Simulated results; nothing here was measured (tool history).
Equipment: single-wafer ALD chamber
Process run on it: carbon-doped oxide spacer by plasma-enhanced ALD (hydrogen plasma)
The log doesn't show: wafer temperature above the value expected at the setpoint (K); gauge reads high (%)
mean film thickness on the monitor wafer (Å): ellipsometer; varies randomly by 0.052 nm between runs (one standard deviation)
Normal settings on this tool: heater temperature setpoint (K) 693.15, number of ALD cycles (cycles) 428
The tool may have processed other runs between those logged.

run,hour,heater temperature setpoint (K),number of ALD cycles (cycles),wafers since the last listed run,hours since the last thermocouple change,hours since the gauge calibration,"read-back reference wafer on the same gauge, thickness_nm",mean film thickness on the monitor wafer (Å)
1,0.0,693.15,475,0,1093.2,764.0,19.689,234.01
2,39.8,693.15,475,37,1133.0,803.8,19.696,233.89
# hour 83.3: thermocouple changed; heater temperature recalibrated
3,105.9,693.15,475,54,22.6,869.9,19.681,229.65
4,192.6,693.15,428,81,109.3,956.6,19.712,207.31
5,235.3,693.15,428,40,152.0,999.3,19.699,207.30
6,291.6,693.15,428,52,208.3,1055.6,19.697,207.44
7,371.1,683.15,492,74,287.8,1135.1,19.717,246.88
8,454.7,693.15,391,78,371.4,1218.7,19.718,188.96
9,521.0,693.15,428,62,437.7,1285.0,19.706,207.39
10,609.5,693.15,428,83,526.2,1373.5,19.680,208.58
11,677.8,693.15,428,64,594.5,1441.8,19.685,208.05
12,727.5,693.15,428,46,644.2,1491.5,19.710,208.91
13,818.8,693.15,428,85,735.5,1582.8,19.675,208.77
14,891.5,693.15,428,68,808.2,1655.5,19.688,209.88
15,991.5,693.15,428,93,908.2,1755.5,19.693,209.93
16,1069.3,693.15,428,73,986.0,1833.3,19.699,209.19
17,1168.4,693.15,397,93,1085.1,1932.4,19.693,195.07
18,1274.2,682.15,491,99,1190.9,2038.2,19.675,250.99
19,1367.2,701.15,490,87,1283.9,2131.2,19.705,234.75
# hour 1381.2: gauge calibrated
20,1458.0,705.15,377,85,1374.7,76.8,19.687,177.85
21,1496.0,693.15,358,35,1412.7,114.8,19.712,176.80
# hour 1538.0: thermocouple changed; heater temperature recalibrated
22,1573.5,682.15,372,65,35.5,192.3,19.697,186.30
23,1620.3,693.15,428,43,82.3,239.1,19.682,207.10
24,1717.8,681.15,491,91,179.8,336.6,19.710,249.92
25,1799.9,704.15,498,77,261.9,418.7,19.710,232.98
26,1870.9,693.15,428,66,332.9,489.7,19.722,208.23
27,1973.4,679.15,428,96,435.4,592.2,19.691,219.00
28,2039.0,698.15,492,61,501.0,657.8,19.686,235.32
29,2088.4,693.15,428,46,550.4,707.2,19.682,208.91
30,2166.3,707.15,508,73,628.3,785.1,19.708,235.73
31,2468.8,688.15,477,284,930.8,1087.6,19.710,238.14

Predict each of these 3 candidate next runs independently; none follows another, all start after run 31:
A,2469.9,702.15,428,1,931.9,1088.7,?,?
B,2469.9,680.15,399,1,931.9,1088.7,?,?
C,2469.9,704.15,428,1,931.9,1088.7,?,?

run,"read-back reference wafer on the same gauge, thickness_nm",mean film thickness on the monitor wafer (Å)
A,19.679,203.91
B,19.679,205.03
C,19.679,202.40
Without the tool's hidden state the same runs would have given:
run,mean film thickness on the monitor wafer (Å)
A,199.97
B,201.84
C,198.46

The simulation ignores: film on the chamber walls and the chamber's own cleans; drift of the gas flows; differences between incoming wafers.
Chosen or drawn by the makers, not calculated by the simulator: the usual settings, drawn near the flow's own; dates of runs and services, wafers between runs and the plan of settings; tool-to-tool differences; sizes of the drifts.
